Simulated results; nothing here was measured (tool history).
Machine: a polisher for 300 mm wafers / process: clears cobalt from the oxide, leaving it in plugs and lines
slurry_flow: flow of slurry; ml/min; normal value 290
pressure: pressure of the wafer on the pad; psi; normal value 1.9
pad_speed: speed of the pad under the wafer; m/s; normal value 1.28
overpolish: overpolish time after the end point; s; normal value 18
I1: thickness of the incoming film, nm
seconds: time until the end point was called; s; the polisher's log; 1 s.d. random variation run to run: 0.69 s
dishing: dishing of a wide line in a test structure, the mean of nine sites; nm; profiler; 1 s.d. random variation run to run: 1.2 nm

Run 1, hour 0: usual settings but slurry_flow 210 ml/min; I1 361.3. Result: seconds 57.5 s, dishing 56.4 nm.
Run 2, hour 40.1: usual settings but slurry_flow 210 ml/min; I1 355.5. Result: seconds 57 s, dishing 54.1 nm.
Run 3, hour 126.7: usual settings but slurry_flow 210 ml/min; I1 354.8. Result: seconds 60.6 s, dishing 52.9 nm.
Run 4, hour 191.1: usual settings; I1 360.7. Result: seconds 58.4 s, dishing 54.6 nm.
Run 5, hour 296: usual settings; I1 364.6. Result: seconds 63.2 s, dishing 52.8 nm.
At hour 305: worn pad replaced by a new one.
Run 6, hour 385.1: usual settings; I1 358.5. Result: seconds 55.8 s, dishing 57.2 nm.
At hour 450.1: slurry nozzle cleaned.
Run 7, hour 456.7: usual settings; I1 359.1. Result: seconds 53.9 s, dishing 55.9 nm.
Run 8, hour 541: usual settings; I1 364. Result: seconds 55.8 s, dishing 56.6 nm.
Run 9, hour 635.1: usual settings but slurry_flow 245 ml/min; I1 359.7. Result: seconds 57.5 s, dishing 55.4 nm.
Run 10, hour 705.6: usual settings but slurry_flow 245 ml/min; I1 352.5. Result: seconds 58.1 s, dishing 54.1 nm.
At hour 831.4: worn pad replaced by a new one.
Run 11, hour 954.8: usual settings; I1 360. Result: seconds 56.2 s, dishing 54.4 nm.
Run 12, hour 1031.9: usual settings; I1 357.8. Result: seconds 57.4 s, dishing 54.3 nm.
At hour 1090.2: slurry nozzle cleaned.
Run 13, hour 1136.3: usual settings; I1 355.3. Result: seconds 57.3 s, dishing 54.9 nm.
At hour 1205.5: head pressure recalibrated.
At hour 1316.3: worn pad replaced by a new one.
Run 14, hour 1382.9: usual settings; I1 361.8. Result: seconds 55.1 s, dishing 56.1 nm.
Run 15, hour 1488.8: usual settings; I1 356.5. Result: seconds 56.2 s, dishing 54.3 nm.
Run 16, hour 1555.2: usual settings but slurry_flow 255 ml/min, pressure 1.7 psi, pad_speed 1.08 m/s; I1 362.7. Result: seconds 76.8 s, dishing 49.2 nm.
Run 17, hour 1651.1: usual settings but slurry_flow 215 ml/min, pressure 1.5 psi, pad_speed 1.06 m/s, overpolish 24 s; I1 364.8. Result: seconds 97.2 s, dishing 50.8 nm.
Run 18, hour 1737.3: usual settings but slurry_flow 350 ml/min, pressure 2.6 psi; I1 356.8. Result: seconds 43.7 s, dishing 59.8 nm.
At hour 1786.1: slurry nozzle cleaned.
At hour 1829.8: worn pad replaced by a new one.
Run 19, hour 1941.1: usual settings; I1 354.9. Result: seconds 54 s, dishing 57.2 nm.
Run 20, hour 2030.3: usual settings but slurry_flow 235 ml/min, overpolish 23 s; I1 357. Result: seconds 56.6 s, dishing 56.6 nm.
Run 21, hour 2127.8: usual settings but slurry_flow 350 ml/min, pressure 2.6 psi; I1 357.7. Result: seconds 40.9 s, dishing 58.1 nm.
Run 22, hour 2196.3: usual settings; I1 360. Result: seconds 58.5 s, dishing 54.8 nm.
Run 23, hour 2257.4: usual settings; I1 363.7. Result: seconds 60.2 s, dishing 52.1 nm.
Run 24, hour 2303.7: usual settings but pad_speed 1.14 m/s, overpolish 8 s; I1 358.2. Result: seconds 68.5 s, dishing 33.6 nm.
At hour 2370.4: worn pad replaced by a new one.
Run 25, hour 2375: usual settings but slurry_flow 370 ml/min, pressure 2.2 psi, pad_speed 1.16 m/s, overpolish 13 s; I1 360.2. Result: seconds 51.8 s, dishing 51.2 nm.
Run 26, hour 2445.1: usual settings but slurry_flow 240 ml/min, overpolish 12 s; I1 355.5. Result: seconds 59.5 s, dishing 44.6 nm.
Run 27, hour 2498.1: usual settings but overpolish 25 s; I1 362.4. Result: seconds 61.3 s, dishing 61.1 nm.
At hour 2534.3: slurry nozzle cleaned.
Run 28, hour 2566.8: usual settings but slurry_flow 205 ml/min, pressure 1.2 psi; I1 365.6. Result: seconds 96.3 s, dishing 43.3 nm.
Run 29, hour 2622.5: usual settings; I1 355.8. Result: seconds 58.2 s, dishing 54.4 nm.

4 options for the next run, each taken on its own from the tool as it stands now. Forecast them:
Run A, hour 2623: usual settings but pad_speed 1.1 m/s; I1 361.5. Result: seconds ?, dishing ?.
Run B, hour 2623: usual settings but slurry_flow 225 ml/min; I1 361.5. Result: seconds ?, dishing ?.
Run C, hour 2623: usual settings but slurry_flow 360 ml/min, pressure 1.6 psi, pad_speed 1.58 m/s; I1 361.5. Result: seconds ?, dishing ?.
Run D, hour 2623: usual settings but pressure 2.5 psi; I1 361.5. Result: seconds ?, dishing ?.

run  seconds  dishing
  A     68.8     51.9
  B     61.3     54.1
  C     56.9     55.5
  D     45.3     58.9
Take away the tool's hidden state, keep each run's random variation, and the runs would have read:
run  seconds  dishing
  A     62.8     53.8
  B     55.9     55.8
  C       52       57
  D     41.4       60

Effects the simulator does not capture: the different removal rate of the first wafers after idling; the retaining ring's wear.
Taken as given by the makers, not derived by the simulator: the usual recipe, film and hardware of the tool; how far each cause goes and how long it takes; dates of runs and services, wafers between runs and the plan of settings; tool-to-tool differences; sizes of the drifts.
